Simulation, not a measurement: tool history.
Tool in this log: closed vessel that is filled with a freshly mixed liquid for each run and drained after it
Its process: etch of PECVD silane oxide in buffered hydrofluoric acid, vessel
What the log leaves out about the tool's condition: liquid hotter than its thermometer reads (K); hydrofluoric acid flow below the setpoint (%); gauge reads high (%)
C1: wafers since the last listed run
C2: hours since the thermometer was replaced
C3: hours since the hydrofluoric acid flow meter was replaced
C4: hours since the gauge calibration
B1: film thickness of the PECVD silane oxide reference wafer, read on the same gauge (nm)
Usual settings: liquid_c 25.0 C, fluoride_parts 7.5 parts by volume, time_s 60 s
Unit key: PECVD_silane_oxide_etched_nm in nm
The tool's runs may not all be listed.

{"run": 1, "hour": 0.0, "liquid_c": 25.0, "fluoride_parts": 7.5, "time_s": 60, "C1": 0, "C2": 808.7, "C3": 1392.4, "C4": 82.6, "B1": 100.02, "PECVD_silane_oxide_etched_nm": 155.5}
{"run": 2, "hour": 34.8, "liquid_c": 28.0, "fluoride_parts": 7.5, "time_s": 60, "C1": 3949, "C2": 843.5, "C3": 1427.2, "C4": 117.4, "B1": 99.96, "PECVD_silane_oxide_etched_nm": 182.85}
{"run": 3, "hour": 56.5, "liquid_c": 25.0, "fluoride_parts": 7.5, "time_s": 60, "C1": 2462, "C2": 865.2, "C3": 1448.9, "C4": 139.1, "B1": 100.0, "PECVD_silane_oxide_etched_nm": 154.74}
{"run": 4, "hour": 91.2, "liquid_c": 25.0, "fluoride_parts": 7.5, "time_s": 60, "C1": 3938, "C2": 899.9, "C3": 1483.6, "C4": 173.8, "B1": 99.99, "PECVD_silane_oxide_etched_nm": 155.64}
{"run": 5, "hour": 111.6, "liquid_c": 25.0, "fluoride_parts": 7.5, "time_s": 60, "C1": 2315, "C2": 920.3, "C3": 1504.0, "C4": 194.2, "B1": 100.02, "PECVD_silane_oxide_etched_nm": 155.36}
{"run": 6, "hour": 146.9, "liquid_c": 25.0, "fluoride_parts": 5.5, "time_s": 60, "C1": 4006, "C2": 955.6, "C3": 1539.3, "C4": 229.5, "B1": 100.01, "PECVD_silane_oxide_etched_nm": 207.51}
{"run": 7, "hour": 168.4, "liquid_c": 25.0, "fluoride_parts": 5.5, "time_s": 60, "C1": 2440, "C2": 977.1, "C3": 1560.8, "C4": 251.0, "B1": 99.94, "PECVD_silane_oxide_etched_nm": 207.13}
{"run": 8, "hour": 188.0, "liquid_c": 25.0, "fluoride_parts": 5.5, "time_s": 60, "C1": 2224, "C2": 996.7, "C3": 1580.4, "C4": 270.6, "B1": 99.93, "PECVD_silane_oxide_etched_nm": 207.77}
{"hour": 212.6, "done": "hydrofluoric acid flow meter replaced"}
{"run": 9, "hour": 214.6, "liquid_c": 25.0, "fluoride_parts": 8.5, "time_s": 60, "C1": 2905, "C2": 1023.3, "C3": 2.0, "C4": 297.2, "B1": 100.02, "PECVD_silane_oxide_etched_nm": 136.5}
{"run": 10, "hour": 230.6, "liquid_c": 25.0, "fluoride_parts": 8.5, "time_s": 60, "C1": 1816, "C2": 1039.3, "C3": 18.0, "C4": 313.2, "B1": 99.99, "PECVD_silane_oxide_etched_nm": 137.21}
{"run": 11, "hour": 253.7, "liquid_c": 25.0, "fluoride_parts": 8.5, "time_s": 60, "C1": 2621, "C2": 1062.4, "C3": 41.1, "C4": 336.3, "B1": 100.0, "PECVD_silane_oxide_etched_nm": 136.88}
{"hour": 254.4, "done": "gauge calibrated"}
{"run": 12, "hour": 269.3, "liquid_c": 25.0, "fluoride_parts": 7.5, "time_s": 60, "C1": 1770, "C2": 1078.0, "C3": 56.7, "C4": 14.9, "B1": 100.0, "PECVD_silane_oxide_etched_nm": 157.16}
{"run": 13, "hour": 287.4, "liquid_c": 25.0, "fluoride_parts": 7.5, "time_s": 60, "C1": 2054, "C2": 1096.1, "C3": 74.8, "C4": 33.0, "B1": 100.0, "PECVD_silane_oxide_etched_nm": 158.12}
{"run": 14, "hour": 309.0, "liquid_c": 29.5, "fluoride_parts": 6.0, "time_s": 85, "C1": 2451, "C2": 1117.7, "C3": 96.4, "C4": 54.6, "B1": 100.02, "PECVD_silane_oxide_etched_nm": 346.61}
{"run": 15, "hour": 331.0, "liquid_c": 25.0, "fluoride_parts": 9.5, "time_s": 60, "C1": 2497, "C2": 1139.7, "C3": 118.4, "C4": 76.6, "B1": 100.01, "PECVD_silane_oxide_etched_nm": 124.9}
{"run": 16, "hour": 361.0, "liquid_c": 25.0, "fluoride_parts": 7.5, "time_s": 60, "C1": 3405, "C2": 1169.7, "C3": 148.4, "C4": 106.6, "B1": 99.98, "PECVD_silane_oxide_etched_nm": 158.09}
{"run": 17, "hour": 384.2, "liquid_c": 27.5, "fluoride_parts": 6.0, "time_s": 95, "C1": 2633, "C2": 1192.9, "C3": 171.6, "C4": 129.8, "B1": 100.03, "PECVD_silane_oxide_etched_nm": 351.28}
{"run": 18, "hour": 400.9, "liquid_c": 25.0, "fluoride_parts": 7.5, "time_s": 60, "C1": 1895, "C2": 1209.6, "C3": 188.3, "C4": 146.5, "B1": 100.01, "PECVD_silane_oxide_etched_nm": 157.72}
{"hour": 410.3, "done": "thermometer replaced"}
{"run": 19, "hour": 426.3, "liquid_c": 27.5, "fluoride_parts": 7.5, "time_s": 60, "C1": 2769, "C2": 16.0, "C3": 213.7, "C4": 171.9, "B1": 100.02, "PECVD_silane_oxide_etched_nm": 172.36}
{"run": 20, "hour": 440.4, "liquid_c": 25.0, "fluoride_parts": 9.5, "time_s": 60, "C1": 1600, "C2": 30.1, "C3": 227.8, "C4": 186.0, "B1": 100.01, "PECVD_silane_oxide_etched_nm": 120.12}
{"run": 21, "hour": 452.5, "liquid_c": 27.5, "fluoride_parts": 10.5, "time_s": 75, "C1": 1373, "C2": 42.2, "C3": 239.9, "C4": 198.1, "B1": 100.01, "PECVD_silane_oxide_etched_nm": 158.16}
{"run": 22, "hour": 485.8, "liquid_c": 25.0, "fluoride_parts": 7.5, "time_s": 90, "C1": 3779, "C2": 75.5, "C3": 273.2, "C4": 231.4, "B1": 99.98, "PECVD_silane_oxide_etched_nm": 227.37}
{"run": 23, "hour": 515.8, "liquid_c": 23.5, "fluoride_parts": 9.0, "time_s": 50, "C1": 3405, "C2": 105.5, "C3": 303.2, "C4": 261.4, "B1": 100.02, "PECVD_silane_oxide_etched_nm": 95.49}
{"run": 24, "hour": 529.5, "liquid_c": 27.5, "fluoride_parts": 6.0, "time_s": 85, "C1": 1554, "C2": 119.2, "C3": 316.9, "C4": 275.1, "B1": 100.02, "PECVD_silane_oxide_etched_nm": 301.74}

Branching from run 24: 5 alternative next runs. What would each branch give?
{"run": "A", "hour": 530.2, "liquid_c": 25.0, "fluoride_parts": 5.0, "time_s": 60, "C1": 79, "C2": 119.9, "C3": 317.6, "C4": 275.8, "B1": "?", "PECVD_silane_oxide_etched_nm": "?"}
{"run": "B", "hour": 530.2, "liquid_c": 27.0, "fluoride_parts": 10.0, "time_s": 90, "C1": 79, "C2": 119.9, "C3": 317.6, "C4": 275.8, "B1": "?", "PECVD_silane_oxide_etched_nm": "?"}
{"run": "C", "hour": 530.2, "liquid_c": 25.0, "fluoride_parts": 7.5, "time_s": 45, "C1": 79, "C2": 119.9, "C3": 317.6, "C4": 275.8, "B1": "?", "PECVD_silane_oxide_etched_nm": "?"}
{"run": "D", "hour": 530.2, "liquid_c": 25.0, "fluoride_parts": 9.5, "time_s": 80, "C1": 79, "C2": 119.9, "C3": 317.6, "C4": 275.8, "B1": "?", "PECVD_silane_oxide_etched_nm": "?"}
{"run": "E", "hour": 530.2, "liquid_c": 25.0, "fluoride_parts": 6.0, "time_s": 30, "C1": 79, "C2": 119.9, "C3": 317.6, "C4": 275.8, "B1": "?", "PECVD_silane_oxide_etched_nm": "?"}

run=A B1=100.03 PECVD_silane_oxide_etched_nm=217.09
run=B B1=100.03 PECVD_silane_oxide_etched_nm=193.92
run=C B1=100.03 PECVD_silane_oxide_etched_nm=113.35
run=D B1=100.03 PECVD_silane_oxide_etched_nm=159.88
run=E B1=100.03 PECVD_silane_oxide_etched_nm=93.04
With the hidden condition removed and each run's random variation left untouched, the same runs would have given:
run=A PECVD_silane_oxide_etched_nm=215.22
run=B PECVD_silane_oxide_etched_nm=192.27
run=C PECVD_silane_oxide_etched_nm=112.38
run=D PECVD_silane_oxide_etched_nm=158.50
run=E PECVD_silane_oxide_etched_nm=92.24
